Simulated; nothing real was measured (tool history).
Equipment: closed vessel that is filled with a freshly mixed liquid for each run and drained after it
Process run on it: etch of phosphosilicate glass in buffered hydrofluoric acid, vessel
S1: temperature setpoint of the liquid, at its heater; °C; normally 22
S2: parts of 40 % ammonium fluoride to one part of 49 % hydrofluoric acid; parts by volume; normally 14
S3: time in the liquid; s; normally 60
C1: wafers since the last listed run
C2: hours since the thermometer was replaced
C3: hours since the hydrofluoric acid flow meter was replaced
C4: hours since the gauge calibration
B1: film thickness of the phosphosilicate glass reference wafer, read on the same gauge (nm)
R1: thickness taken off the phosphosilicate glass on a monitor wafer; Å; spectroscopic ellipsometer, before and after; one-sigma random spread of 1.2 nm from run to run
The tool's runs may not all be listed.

run,hour,S1,S2,S3,C1,C2,C3,C4,B1,R1
1,0,22,14,60,0,494.4,71.9,193.3,59.98,3085.6
2,51.1,22,14,60,6896,545.5,123,244.4,60,3082.9
3,110.2,22,14,60,7976,604.6,182.1,303.5,59.99,3061
4,136,22,14,60,3481,630.4,207.9,329.3,59.99,3063.2
# hour 254.7: thermometer replaced
# hour 325.3: hydrofluoric acid flow meter replaced
5,335,22,14,60,26587,80.3,9.7,528.3,60,3043.2
6,369.3,20.5,14,60,4629,114.6,44,562.6,60,2798.5
7,395.6,20.5,14,60,3549,140.9,70.3,588.9,60,2796.6
8,438.4,20.5,14,60,5776,183.7,113.1,631.7,60.01,2780.2
9,488.7,18.5,14,40,6788,234,163.4,682,59.99,1656.6
10,520.2,22,13,60,4251,265.5,194.9,713.5,59.99,3247.5
11,703,22,13,60,24670,448.3,377.7,896.3,60.01,3174.3
# hour 755.1: hydrofluoric acid flow meter replaced
12,774.2,22,14,60,9474,519.5,19.1,967.5,59.99,3122.4
13,841.8,24,14,90,9123,587.1,86.7,1035.1,60,5188.4
14,877.4,20,11.5,40,4804,622.7,122.3,1070.7,60,2234.7
15,945.7,19,18.5,90,9217,691,190.6,1139,60,2976.8
16,991.6,22,14,35,6194,736.9,236.5,1184.9,59.99,1775.8
# hour 1033.5: thermometer replaced
17,1034,25,10.5,95,5587,0.5,278.9,1227.3,59.99,7377.4
18,1080.7,19,11,45,6302,47.2,325.6,1274,60,2390.8
# hour 1093.4: gauge calibrated
19,1105.2,25.5,16,50,3306,71.7,350.1,11.8,60.01,2615.7
# hour 1155.3: hydrofluoric acid flow meter replaced
20,1167.4,22,14,75,8259,133.9,12.1,74,60,3793.1
21,1381.7,17,8.5,95,28922,348.2,226.4,288.3,59.98,5685.5
22,1420.7,17,16,60,5263,387.2,265.4,327.3,59.99,1995.8
23,1491.8,22,14,60,9595,458.3,336.5,398.4,59.99,2973.6

Entry by entry between the runs, the difference in hidden state between the last listed run before and the first listed run after:
Between runs 4 and 5: thermometer replaced (hour 254.7); hydrofluoric acid flow meter replaced (hour 325.3)
  liquid hotter than its thermometer reads (K): 0.367 -> 0.0554; hydrofluoric acid flow below the setpoint (%): 2.15 -> 0.637
  difference, measured minus the result without the unlogged condition, R1: -2.6 -> -9.1 Å
Between runs 11 and 12: hydrofluoric acid flow meter replaced (hour 755.1)
  liquid hotter than its thermometer reads (K): 0.268 -> 0.31; hydrofluoric acid flow below the setpoint (%): 4.35 -> 0.236
  difference, measured minus the result without the unlogged condition, R1: -92.5 -> +46 Å
Between runs 16 and 17: thermometer replaced (hour 1033.5)
  liquid hotter than its thermometer reads (K): 0.435 -> 0.0156; hydrofluoric acid flow below the setpoint (%): 2.43 -> 2.86
  difference, measured minus the result without the unlogged condition, R1: +0.2 -> -203.1 Å
Between runs 18 and 19: gauge calibrated (hour 1093.4)
  liquid hotter than its thermometer reads (K): 0.0427 -> 0.0568; hydrofluoric acid flow below the setpoint (%): 3.33 -> 3.58
  difference, measured minus the result without the unlogged condition, R1: -74.8 -> -86.7 Å
Between runs 19 and 20: hydrofluoric acid flow meter replaced (hour 1155.3)
  liquid hotter than its thermometer reads (K): 0.0568 -> 0.0928; hydrofluoric acid flow below the setpoint (%): 3.58 -> 0.616
  difference, measured minus the result without the unlogged condition, R1: -86.7 -> -4.2 Å

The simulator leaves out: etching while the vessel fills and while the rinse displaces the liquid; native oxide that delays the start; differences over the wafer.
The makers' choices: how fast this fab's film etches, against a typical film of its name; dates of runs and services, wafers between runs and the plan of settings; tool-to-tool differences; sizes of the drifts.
